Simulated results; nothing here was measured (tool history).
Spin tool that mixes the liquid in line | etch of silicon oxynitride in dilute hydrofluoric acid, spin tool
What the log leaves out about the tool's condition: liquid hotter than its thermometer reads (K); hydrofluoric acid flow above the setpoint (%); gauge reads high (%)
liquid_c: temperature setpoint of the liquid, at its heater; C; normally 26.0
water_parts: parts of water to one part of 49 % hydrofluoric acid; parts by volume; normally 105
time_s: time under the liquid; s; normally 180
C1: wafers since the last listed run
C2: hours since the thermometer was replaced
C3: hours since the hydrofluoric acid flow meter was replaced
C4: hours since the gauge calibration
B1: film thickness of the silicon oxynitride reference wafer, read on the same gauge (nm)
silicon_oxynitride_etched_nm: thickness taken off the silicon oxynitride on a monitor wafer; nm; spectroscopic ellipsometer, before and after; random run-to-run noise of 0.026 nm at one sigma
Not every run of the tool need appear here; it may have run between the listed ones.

{"run": 1, "hour": 0.0, "liquid_c": 28.5, "water_parts": 105, "time_s": 125, "C1": 0, "C2": 545.5, "C3": 215.3, "C4": 412.9, "B1": 79.97, "silicon_oxynitride_etched_nm": 3.69}
{"run": 2, "hour": 51.7, "liquid_c": 26.0, "water_parts": 105, "time_s": 180, "C1": 255, "C2": 597.2, "C3": 267.0, "C4": 464.6, "B1": 79.99, "silicon_oxynitride_etched_nm": 4.76}
{"run": 3, "hour": 100.8, "liquid_c": 26.0, "water_parts": 105, "time_s": 180, "C1": 242, "C2": 646.3, "C3": 316.1, "C4": 513.7, "B1": 80.01, "silicon_oxynitride_etched_nm": 4.81}
{"run": 4, "hour": 200.1, "liquid_c": 26.0, "water_parts": 105, "time_s": 180, "C1": 490, "C2": 745.6, "C3": 415.4, "C4": 613.0, "B1": 80.0, "silicon_oxynitride_etched_nm": 4.83}
{"run": 5, "hour": 242.9, "liquid_c": 26.0, "water_parts": 105, "time_s": 180, "C1": 211, "C2": 788.4, "C3": 458.2, "C4": 655.8, "B1": 80.0, "silicon_oxynitride_etched_nm": 4.83}
{"run": 6, "hour": 296.1, "liquid_c": 26.0, "water_parts": 105, "time_s": 180, "C1": 263, "C2": 841.6, "C3": 511.4, "C4": 709.0, "B1": 79.98, "silicon_oxynitride_etched_nm": 4.89}
{"run": 7, "hour": 362.9, "liquid_c": 23.5, "water_parts": 120, "time_s": 180, "C1": 330, "C2": 908.4, "C3": 578.2, "C4": 775.8, "B1": 80.01, "silicon_oxynitride_etched_nm": 3.78}
{"run": 8, "hour": 407.6, "liquid_c": 23.5, "water_parts": 120, "time_s": 180, "C1": 220, "C2": 953.1, "C3": 622.9, "C4": 820.5, "B1": 80.01, "silicon_oxynitride_etched_nm": 3.75}
{"run": 9, "hour": 503.8, "liquid_c": 27.5, "water_parts": 105, "time_s": 180, "C1": 475, "C2": 1049.3, "C3": 719.1, "C4": 916.7, "B1": 80.01, "silicon_oxynitride_etched_nm": 5.26}
{"run": 10, "hour": 591.4, "liquid_c": 27.5, "water_parts": 105, "time_s": 180, "C1": 433, "C2": 1136.9, "C3": 806.7, "C4": 1004.3, "B1": 80.0, "silicon_oxynitride_etched_nm": 5.31}
{"run": 11, "hour": 642.0, "liquid_c": 26.0, "water_parts": 105, "time_s": 180, "C1": 250, "C2": 1187.5, "C3": 857.3, "C4": 1054.9, "B1": 80.02, "silicon_oxynitride_etched_nm": 4.98}
{"run": 12, "hour": 743.2, "liquid_c": 26.0, "water_parts": 105, "time_s": 180, "C1": 500, "C2": 1288.7, "C3": 958.5, "C4": 1156.1, "B1": 79.97, "silicon_oxynitride_etched_nm": 5.03}
{"run": 13, "hour": 848.7, "liquid_c": 26.0, "water_parts": 105, "time_s": 180, "C1": 521, "C2": 1394.2, "C3": 1064.0, "C4": 1261.6, "B1": 79.97, "silicon_oxynitride_etched_nm": 5.06}
{"run": 14, "hour": 908.0, "liquid_c": 26.0, "water_parts": 105, "time_s": 180, "C1": 293, "C2": 1453.5, "C3": 1123.3, "C4": 1320.9, "B1": 79.97, "silicon_oxynitride_etched_nm": 5.05}
{"run": 15, "hour": 1011.9, "liquid_c": 26.0, "water_parts": 105, "time_s": 180, "C1": 513, "C2": 1557.4, "C3": 1227.2, "C4": 1424.8, "B1": 80.02, "silicon_oxynitride_etched_nm": 5.12}
{"run": 16, "hour": 1072.6, "liquid_c": 26.0, "water_parts": 105, "time_s": 180, "C1": 300, "C2": 1618.1, "C3": 1287.9, "C4": 1485.5, "B1": 80.02, "silicon_oxynitride_etched_nm": 5.16}
{"hour": 1147.4, "done": "gauge calibrated"}
{"run": 17, "hour": 1175.3, "liquid_c": 26.0, "water_parts": 105, "time_s": 180, "C1": 507, "C2": 1720.8, "C3": 1390.6, "C4": 27.9, "B1": 80.02, "silicon_oxynitride_etched_nm": 5.13}
{"run": 18, "hour": 1246.1, "liquid_c": 26.0, "water_parts": 105, "time_s": 180, "C1": 350, "C2": 1791.6, "C3": 1461.4, "C4": 98.7, "B1": 79.99, "silicon_oxynitride_etched_nm": 5.2}
{"run": 19, "hour": 1296.9, "liquid_c": 26.0, "water_parts": 105, "time_s": 75, "C1": 251, "C2": 1842.4, "C3": 1512.2, "C4": 149.5, "B1": 80.0, "silicon_oxynitride_etched_nm": 2.16}
{"run": 20, "hour": 1345.2, "liquid_c": 26.0, "water_parts": 145, "time_s": 180, "C1": 238, "C2": 1890.7, "C3": 1560.5, "C4": 197.8, "B1": 80.01, "silicon_oxynitride_etched_nm": 3.66}
{"hour": 1355.9, "done": "thermometer replaced"}
{"run": 21, "hour": 1382.2, "liquid_c": 22.5, "water_parts": 125, "time_s": 285, "C1": 177, "C2": 26.3, "C3": 1597.5, "C4": 234.8, "B1": 79.98, "silicon_oxynitride_etched_nm": 5.3}
{"run": 22, "hour": 1435.4, "liquid_c": 22.0, "water_parts": 75, "time_s": 145, "C1": 263, "C2": 79.5, "C3": 1650.7, "C4": 288.0, "B1": 80.0, "silicon_oxynitride_etched_nm": 4.62}
{"run": 23, "hour": 1503.5, "liquid_c": 21.5, "water_parts": 105, "time_s": 140, "C1": 336, "C2": 147.6, "C3": 1718.8, "C4": 356.1, "B1": 80.01, "silicon_oxynitride_etched_nm": 3.03}
{"hour": 1556.6, "done": "hydrofluoric acid flow meter replaced"}
{"run": 24, "hour": 1598.7, "liquid_c": 26.0, "water_parts": 105, "time_s": 80, "C1": 465, "C2": 242.8, "C3": 42.1, "C4": 451.3, "B1": 79.98, "silicon_oxynitride_etched_nm": 2.05}
{"run": 25, "hour": 1701.4, "liquid_c": 26.0, "water_parts": 105, "time_s": 180, "C1": 507, "C2": 345.5, "C3": 144.8, "C4": 554.0, "B1": 79.98, "silicon_oxynitride_etched_nm": 4.66}
{"run": 26, "hour": 1761.6, "liquid_c": 26.0, "water_parts": 70, "time_s": 180, "C1": 297, "C2": 405.7, "C3": 205.0, "C4": 614.2, "B1": 79.99, "silicon_oxynitride_etched_nm": 7.34}
{"run": 27, "hour": 1865.2, "liquid_c": 23.5, "water_parts": 120, "time_s": 100, "C1": 512, "C2": 509.3, "C3": 308.6, "C4": 717.8, "B1": 80.01, "silicon_oxynitride_etched_nm": 2.03}
{"run": 28, "hour": 1923.0, "liquid_c": 28.0, "water_parts": 65, "time_s": 225, "C1": 285, "C2": 567.1, "C3": 366.4, "C4": 775.6, "B1": 80.0, "silicon_oxynitride_etched_nm": 10.92}
{"run": 29, "hour": 1978.9, "liquid_c": 28.0, "water_parts": 105, "time_s": 180, "C1": 276, "C2": 623.0, "C3": 422.3, "C4": 831.5, "B1": 79.98, "silicon_oxynitride_etched_nm": 5.28}
{"run": 30, "hour": 2075.4, "liquid_c": 26.0, "water_parts": 105, "time_s": 180, "C1": 477, "C2": 719.5, "C3": 518.8, "C4": 928.0, "B1": 79.98, "silicon_oxynitride_etched_nm": 4.81}
{"run": 31, "hour": 2217.2, "liquid_c": 21.0, "water_parts": 105, "time_s": 180, "C1": 701, "C2": 861.3, "C3": 660.6, "C4": 1069.8, "B1": 80.02, "silicon_oxynitride_etched_nm": 3.83}
{"run": 32, "hour": 2312.8, "liquid_c": 22.0, "water_parts": 135, "time_s": 85, "C1": 472, "C2": 956.9, "C3": 756.2, "C4": 1165.4, "B1": 80.02, "silicon_oxynitride_etched_nm": 1.46}
{"hour": 2333.3, "done": "gauge calibrated"}
{"run": 33, "hour": 2370.7, "liquid_c": 29.0, "water_parts": 145, "time_s": 180, "C1": 286, "C2": 1014.8, "C3": 814.1, "C4": 37.4, "B1": 79.98, "silicon_oxynitride_etched_nm": 3.88}
{"run": 34, "hour": 2460.2, "liquid_c": 29.0, "water_parts": 150, "time_s": 180, "C1": 442, "C2": 1104.3, "C3": 903.6, "C4": 126.9, "B1": 80.0, "silicon_oxynitride_etched_nm": 3.81}

Consider 3 possible next runs. They are alternatives, not a sequence: every one starts from the tool as it was left by run 34. What does each give?
{"run": "A", "hour": 2460.7, "liquid_c": 26.0, "water_parts": 105, "time_s": 180, "C1": 2, "C2": 1104.8, "C3": 904.1, "C4": 127.4, "B1": "?", "silicon_oxynitride_etched_nm": "?"}
{"run": "B", "hour": 2460.7, "liquid_c": 30.5, "water_parts": 80, "time_s": 180, "C1": 2, "C2": 1104.8, "C3": 904.1, "C4": 127.4, "B1": "?", "silicon_oxynitride_etched_nm": "?"}
{"run": "C", "hour": 2460.7, "liquid_c": 26.0, "water_parts": 130, "time_s": 180, "C1": 2, "C2": 1104.8, "C3": 904.1, "C4": 127.4, "B1": "?", "silicon_oxynitride_etched_nm": "?"}

run=A B1=80.01 silicon_oxynitride_etched_nm=4.89
run=B B1=80.01 silicon_oxynitride_etched_nm=8.07
run=C B1=80.01 silicon_oxynitride_etched_nm=3.86
Take away the tool's hidden state, keep each run's random variation, and the runs would have read:
run=A silicon_oxynitride_etched_nm=4.52
run=B silicon_oxynitride_etched_nm=7.47
run=C silicon_oxynitride_etched_nm=3.57

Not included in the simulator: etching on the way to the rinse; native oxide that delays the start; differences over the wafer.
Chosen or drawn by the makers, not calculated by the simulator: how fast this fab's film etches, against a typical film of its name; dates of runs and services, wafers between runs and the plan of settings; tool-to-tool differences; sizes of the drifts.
